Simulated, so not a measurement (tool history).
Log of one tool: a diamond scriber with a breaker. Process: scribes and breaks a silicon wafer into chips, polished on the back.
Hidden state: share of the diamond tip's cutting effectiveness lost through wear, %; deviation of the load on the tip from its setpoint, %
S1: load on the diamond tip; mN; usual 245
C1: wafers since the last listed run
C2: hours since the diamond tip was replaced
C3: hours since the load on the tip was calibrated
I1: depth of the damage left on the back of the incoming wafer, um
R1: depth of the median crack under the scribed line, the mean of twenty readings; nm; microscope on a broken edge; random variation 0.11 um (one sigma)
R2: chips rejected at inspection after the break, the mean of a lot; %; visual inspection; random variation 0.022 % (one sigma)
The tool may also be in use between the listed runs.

run    hour   S1   C1     C2      C3    I1     R1     R2
  1       0  245    0    9.3   352.3  0.04   8570    0.8
  2    71.2  245  296   80.5   423.5  0.03   8620   0.83
  3   138.4  245  279  147.7   490.7  0.04   8600   0.79
  4   175.4  245  153  184.7   527.7  0.04   8660   0.91
  5   226.3  245  211  235.6   578.6  0.04   8530   0.89
  6   253.6  270  113  262.9   605.9  0.05   9270   1.17
  7   323.6  270  291  332.9   675.9  0.04   9270   1.03
  8   373.1  270  205  382.4   725.4  0.04   9070   1.01
  9   440.2  245  279  449.5   792.5  0.03   8530   1.23
 10   473.6  245  138  482.9   825.9  0.04   8410   1.29
 11   536.5  217  261  545.8   888.8  0.03   7510   6.26
 12   579.6  245  179  588.9   931.9  0.05   8190    1.7
 13   639.1  245  247  648.4   991.4  0.02   8320   1.94
 14   695.6  245  235  704.9  1047.9  0.02   8080   2.07
      700.5  -- diamond tip replaced by a new one
 15   723.9  245  109   23.4  1076.2  0.02   8110   2.17
 16   795.8  245  299   95.3  1148.1  0.03   7950   2.71
 17   840.7  196  186  140.2    1193  0.04   6610  17.35
 18   896.4  245  231  195.9  1248.7  0.03   7730    3.7
      930.9  -- load on the tip recalibrated
 19   932.3  292  141  231.8     1.4  0.04  10280   5.69
 20   975.3  284  178  274.8    44.4  0.03  10290   4.48
 21    1013  198  156  312.5    82.1  0.04   7490   6.17
 22  1069.1  172  233  368.6   138.2  0.02   6670  16.97
 23  1112.8  285  181  412.3   181.9  0.03  10240    4.6
 24  1146.7  222  141  446.2   215.8  0.03   8250   1.74
 25  1200.3  277  222  499.8   269.4  0.02   9910   3.08
 26  1227.9  286  114  527.4     297  0.02  10310   4.48
     1291.8  -- diamond tip replaced by a new one
 27  1296.1  274  275    4.3   365.2  0.02   9720   2.69
 28  1346.2  245  208   54.4   415.3  0.05   8680   0.68
 29  1373.2  205  112   81.4   442.3  0.05   7520   5.24
 30  1424.4  197  213  132.6   493.5  0.01   7130   7.29
 31  1465.6  317  171  173.8   534.7  0.02  10850   9.28
 32  1617.6  300  632  325.8   686.7  0.02  10350   5.19
 33  1687.9  245  292  396.1     757  0.01   8690   0.81
 34  1759.8  265  299    468   828.9  0.01   9390   0.97
 35  1824.3  245  268  532.5   893.4  0.02   8650   1.01
 36  1943.8  245  497    652  1012.9  0.03   8380   1.29
 37  1976.7  245  136  684.9  1045.8  0.03   8450   1.36
       1996  -- diamond tip replaced by a new one
 38    2041  223  259     45  1110.1  0.01   7540   5.04
 39  2067.4  245  109   71.4  1136.5  0.04   8340   1.83
 40  2118.6  295  213  122.6  1187.7  0.02   9440   1.63
 41  2146.4  306  115  150.4  1215.5  0.04   9650   2.65
 42  2203.9  245  239  207.9    1273  0.03   8110   2.64

Forecast each of these 3 alternatives for the next run:
  A  2204.5  297   2  208.5  1273.6  0.05   ?   ?
  B  2204.5  298   2  208.5  1273.6  0.05   ?   ?
  C  2204.5  273   2  208.5  1273.6  0.05   ?   ?

run    R1    R2
  A  9430  1.46
  B  9460  1.53
  C  8810  0.71
Without the tool's hidden state the same runs would have given:
run     R1    R2
  A  10390  5.55
  B  10420  5.72
  C   9700  2.29
